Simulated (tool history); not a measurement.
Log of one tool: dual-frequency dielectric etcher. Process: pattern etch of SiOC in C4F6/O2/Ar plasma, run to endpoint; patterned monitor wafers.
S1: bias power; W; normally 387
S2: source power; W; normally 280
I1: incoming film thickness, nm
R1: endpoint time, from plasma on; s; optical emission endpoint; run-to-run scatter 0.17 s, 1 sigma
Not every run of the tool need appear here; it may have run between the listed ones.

run   hour   S1   S2     I1    R1
  1    0.0  387  280  42.91  19.0
  2   35.4  387  280  43.14  19.8
  3   61.6  387  280  43.46  19.7
  4   92.6  409  280  42.08  18.7
  5  115.9  409  280  42.99  19.2
  6  143.7  418  330  43.40  17.8
  7  165.5  387  310  43.14  18.6
     199.0  -- wet clean of the chamber
  8  199.5  387  310  42.50  18.4
  9  221.3  326  230  42.36  21.8
     256.1  -- upper electrode replaced
 10  256.6  387  280  43.23  19.6
 11  265.6  387  260  42.31  19.8
     274.1  -- bias power generator calibrated
     295.9  -- source power generator calibrated
 12  297.5  387  280  43.20  19.4
 13  322.2  387  210  43.04  22.3
 14  335.1  302  280  43.01  20.9
 15  348.4  313  310  43.13  19.4
 16  370.8  387  320  42.83  18.1

3 options for the next run, each taken on its own from the tool as it stands now. Forecast them:
  A  371.2  387  280  42.38   ?
  B  371.2  467  280  42.38   ?
  C  371.2  363  260  42.38   ?

run    R1
  A  19.3
  B  18.3
  C  20.3
Take away the tool's hidden state, keep each run's random variation, and the runs would have read:
run    R1
  A  19.3
  B  18.3
  C  20.3

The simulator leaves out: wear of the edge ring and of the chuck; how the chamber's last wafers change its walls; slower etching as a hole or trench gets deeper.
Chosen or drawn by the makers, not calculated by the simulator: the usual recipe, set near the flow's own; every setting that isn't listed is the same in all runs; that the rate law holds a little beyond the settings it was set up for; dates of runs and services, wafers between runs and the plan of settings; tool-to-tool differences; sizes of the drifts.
